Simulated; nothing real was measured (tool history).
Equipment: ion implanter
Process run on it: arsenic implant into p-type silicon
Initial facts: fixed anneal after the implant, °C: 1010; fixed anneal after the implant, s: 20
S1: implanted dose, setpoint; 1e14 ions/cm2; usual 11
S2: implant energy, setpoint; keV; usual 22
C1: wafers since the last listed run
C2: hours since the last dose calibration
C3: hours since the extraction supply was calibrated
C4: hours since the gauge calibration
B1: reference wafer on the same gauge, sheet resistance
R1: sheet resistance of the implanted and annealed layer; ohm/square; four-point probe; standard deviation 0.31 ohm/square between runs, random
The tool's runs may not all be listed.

Run 1, hour 0: usual settings; C1 0; C2 1452.3; C3 3663.9; C4 226.1; B1 115.02. Result: R1 120.47 ohm/square.
Run 2, hour 37.7: usual settings but S2 25.5 keV; C1 1033; C2 1490; C3 3701.6; C4 263.8; B1 114.88. Result: R1 115.76 ohm/square.
Run 3, hour 96.7: usual settings but S2 25.5 keV; C1 1616; C2 1549; C3 3760.6; C4 322.8; B1 115.03. Result: R1 116.16 ohm/square.
Run 4, hour 140.5: usual settings; C1 1200; C2 1592.8; C3 3804.4; C4 366.6; B1 114.96. Result: R1 120.39 ohm/square.
At hour 304.8: Faraday cup replaced and dose calibrated.
Run 5, hour 335.6: usual settings but S1 12.21 1e14 ions/cm2; C1 5127; C2 30.8; C3 3999.5; C4 561.7; B1 114.97. Result: R1 116.18 ohm/square.
Run 6, hour 474.2: usual settings; C1 3797; C2 169.4; C3 4138.1; C4 700.3; B1 115.04. Result: R1 121.87 ohm/square.
Run 7, hour 542.3: usual settings but S1 12.97 1e14 ions/cm2, S2 17.5 keV; C1 1866; C2 237.5; C3 4206.2; C4 768.4; B1 115.1. Result: R1 120.3 ohm/square.
Run 8, hour 569.2: usual settings but S1 12.97 1e14 ions/cm2, S2 17.5 keV; C1 737; C2 264.4; C3 4233.1; C4 795.3; B1 115.12. Result: R1 120.24 ohm/square.
At hour 570.7: gauge calibrated.
Run 9, hour 625.5: usual settings but S1 9.43 1e14 ions/cm2, S2 28 keV; C1 1542; C2 320.7; C3 4289.4; C4 54.8; B1 115.15. Result: R1 125.55 ohm/square.
Run 10, hour 728.2: usual settings but S1 9.36 1e14 ions/cm2; C1 2814; C2 423.4; C3 4392.1; C4 157.5; B1 115.04. Result: R1 132.91 ohm/square.
At hour 771.9: extraction supply calibrated.
Run 11, hour 799.3: usual settings but S1 13.48 1e14 ions/cm2, S2 15.5 keV; C1 1729; C2 494.5; C3 27.4; C4 228.6; B1 114.99. Result: R1 121.62 ohm/square.
Run 12, hour 855.1: usual settings but S1 9.1 1e14 ions/cm2, S2 18.5 keV; C1 1529; C2 550.3; C3 83.2; C4 284.4; B1 115.05. Result: R1 141.16 ohm/square.
Run 13, hour 916.3: usual settings but S2 26 keV; C1 1677; C2 611.5; C3 144.4; C4 345.6; B1 115.2. Result: R1 116.79 ohm/square.
Run 14, hour 985.2: usual settings but S1 12.44 1e14 ions/cm2, S2 28.5 keV; C1 1888; C2 680.4; C3 213.3; C4 414.5; B1 114.99. Result: R1 107.16 ohm/square.

Run-by-run hidden state of the tool:
deviation of the true energy from its setpoint, %: 0 on each run
gauge reads high (%): 0 on each run
H1: deviation of the true dose from the Faraday cup's reading, %
run     H1
  1   3.24
  2    3.4
  3   3.65
  4   3.84
  5  0.534
  6  0.573
  7  0.611
  8   0.63
  9  0.676
 10  0.783
 11  0.874
 12  0.955
 13   1.05
 14   1.18

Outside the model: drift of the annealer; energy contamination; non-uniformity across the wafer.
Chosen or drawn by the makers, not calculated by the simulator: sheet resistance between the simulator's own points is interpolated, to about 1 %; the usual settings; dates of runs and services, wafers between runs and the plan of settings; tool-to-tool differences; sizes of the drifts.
